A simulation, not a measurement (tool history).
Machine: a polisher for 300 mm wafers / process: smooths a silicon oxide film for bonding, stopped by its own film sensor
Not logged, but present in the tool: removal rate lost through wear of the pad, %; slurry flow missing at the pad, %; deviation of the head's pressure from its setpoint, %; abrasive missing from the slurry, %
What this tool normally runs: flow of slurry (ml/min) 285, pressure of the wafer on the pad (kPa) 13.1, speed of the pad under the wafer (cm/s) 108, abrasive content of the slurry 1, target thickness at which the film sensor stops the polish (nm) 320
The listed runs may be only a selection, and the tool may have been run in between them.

run   hour  flow of slurry (ml/min)  pressure of the wafer on the pad (kPa)  speed of the pad under the wafer (cm/s)  abrasive content of the slurry  target thickness at which the film sensor stops the polish (nm)  wafers since the last listed run  wafers polished on this pad  hours since the slurry nozzle was cleaned  hours since the head pressure was calibrated  hours since the slurry blender was calibrated  incoming thickness of the incoming film, nm  time until the film sensor stopped the polish (s)
  1      0                      285                                    13.1                                      108                               1                                                              320                                 0                          617                                      537.3                                        1325.8                                           88.6                                        368.5                                               57.8
  2   12.3                      285                                    13.1                                      108                               1                                                              320                               124                          741                                      549.6                                        1338.1                                          100.9                                        361.9                                               51.4
  3   20.8                      285                                    13.1                                      108                               1                                                              320                                86                          828                                      558.1                                        1346.6                                          109.4                                        366.8                                               57.9
      24.8  -- slurry blender recalibrated
      27.2  -- worn pad replaced by a new one
  4   37.7                      285                                    13.1                                      108                               1                                                              320                               126                          106                                        575                                        1363.5                                           12.9                                        377.3                                               66.8
  5   54.9                      285                                    13.1                                      108                               1                                                              320                               174                          281                                      592.2                                        1380.7                                           30.1                                        372.4                                               60.4
  6   68.4                      285                                    15.2                                      108                               1                                                              320                               137                          418                                      605.7                                        1394.2                                           43.6                                        367.6                                               48.3
  7   82.6                      285                                    15.2                                      108                               1                                                              320                               144                          562                                      619.9                                        1408.4                                           57.8                                        368.7                                                 51
      93.8  -- worn pad replaced by a new one
  8   95.1                      285                                    15.2                                      108                               1                                                              320                                86                           13                                      632.4                                        1420.9                                           70.3                                        373.6                                               59.7
  9    109                      285                                    13.1                                      108                               1                                                              320                               141                          154                                      646.3                                        1434.8                                           84.2                                        374.5                                               70.3
 10    126                      285                                    13.1                                      108                               1                                                              320                               172                          326                                      663.3                                        1451.8                                          101.2                                          374                                               70.9
 11  135.2                      285                                    13.1                                      108                               1                                                              320                                93                          420                                      672.5                                          1461                                          110.4                                        370.4                                               66.8
       146  -- slurry blender recalibrated
 12  150.8                      285                                    13.1                                      108                               1                                                              320                               138                          558                                      688.1                                        1476.6                                            4.8                                        368.5                                               65.7
     157.6  -- worn pad replaced by a new one, repeated, since the last time left the tool worse
 13  158.1                      285                                    13.1                                      108                               1                                                              320                                33                            5                                      695.4                                        1483.9                                           12.1                                        366.4                                                 53
     162.3  -- head pressure recalibrated
 14    168                      285                                    13.1                                      108                               1                                                              320                                80                           85                                      705.3                                           5.7                                             22                                        368.7                                               56.1
 15  181.5                      285                                    17.2                                      108                               1                                                              328                               137                          222                                      718.8                                          19.2                                           35.5                                        375.2                                               42.1
 16  198.5                      285                                    13.1                                      108                               1                                                              303                               172                          395                                      735.8                                          36.2                                           52.5                                        373.8                                               84.8
     214.5  -- slurry nozzle cleaned
 17  216.5                      370                                    13.1                                      108                               1                                                              320                               172                          567                                          2                                          54.2                                           70.5                                        372.6                                               60.9

Run 18, settings as shown, results not yet in. Your forecast:
     224.9  -- worn pad replaced by a new one
 18  225.4                      285                                    10.3                                       80                             0.8                                                              320                                49                            5                                       10.9                                          63.1                                           79.4                                        377.4                                                  ?

time until the film sensor stopped the polish (s): 111.9
With no hidden state in the tool, this same run would have given time until the film sensor stopped the polish (s) 111.3.
